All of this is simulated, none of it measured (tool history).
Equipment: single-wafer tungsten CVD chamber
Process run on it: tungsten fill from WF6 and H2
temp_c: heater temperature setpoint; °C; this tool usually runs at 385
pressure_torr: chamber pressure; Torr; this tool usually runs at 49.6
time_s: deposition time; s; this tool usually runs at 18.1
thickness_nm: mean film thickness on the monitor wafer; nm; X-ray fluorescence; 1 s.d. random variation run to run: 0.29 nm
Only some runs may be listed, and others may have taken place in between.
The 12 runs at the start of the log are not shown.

run	day	temp_c	pressure_torr	time_s	read-back reference wafer on the same gauge, thickness_nm	thickness_nm
13	6.758	385	49.6	18.1	53.529	44.952
14	7.117	385	43.4	18.1	53.534	43.357
15	7.717	385	49.6	18.1	53.454	44.811
16	8.371	385	49.6	19.4	53.551	47.698
# day 8.75: capacitance manometer re-zeroed and calibrated
17	8.783	374	38.7	14.9	53.539	27.137
# day 9.279: thermocouple changed; heater temperature recalibrated
18	9.3	385	49.6	18.1	53.487	49.323
19	10.462	385	49.6	18.1	53.46	49.142
20	12.654	396	49.6	18.1	53.538	62.366
21	13.304	385	49.6	18.1	53.521	48.529
22	13.7	385	59.9	18.1	53.467	50.893
23	14.162	385	55.5	18.1	53.498	49.835
# day 14.896: showerhead replaced
24	14.917	397	49.6	19.1	53.494	67.567
25	15.358	385	49.6	18.1	53.532	48.326
26	15.896	373	57.6	14.7	53.445	30.695
27	16.396	397	49.6	18.1	53.505	62.293
28	16.783	396	49.6	18.1	53.485	61.649
29	17.125	395	49.6	18.1	53.499	60.371
30	17.462	385	49.6	19.9	53.532	52.937
31	17.725	385	49.6	18.1	53.494	48.253
32	18.375	385	60.5	18.1	53.502	50.39
33	18.908	393	49.6	19	53.484	60.184
34	19.283	381	38	19.9	53.421	44.347
35	19.75	385	45.2	16.3	53.45	42.213

Predict each of these 3 candidate next runs independently; none follows another, all start after run 35:
A	19.767	385	49.6	18.1	?	?
B	19.767	398	49.6	16.5	?	?
C	19.767	385	55.4	16.2	?	?

run	read-back reference wafer on the same gauge, thickness_nm	thickness_nm
A	53.508	47.813
B	53.508	58.006
C	53.508	44.025
Without the tool's unlogged condition, the same runs would have read:
run	thickness_nm
A	50.04
B	60.527
C	46.075
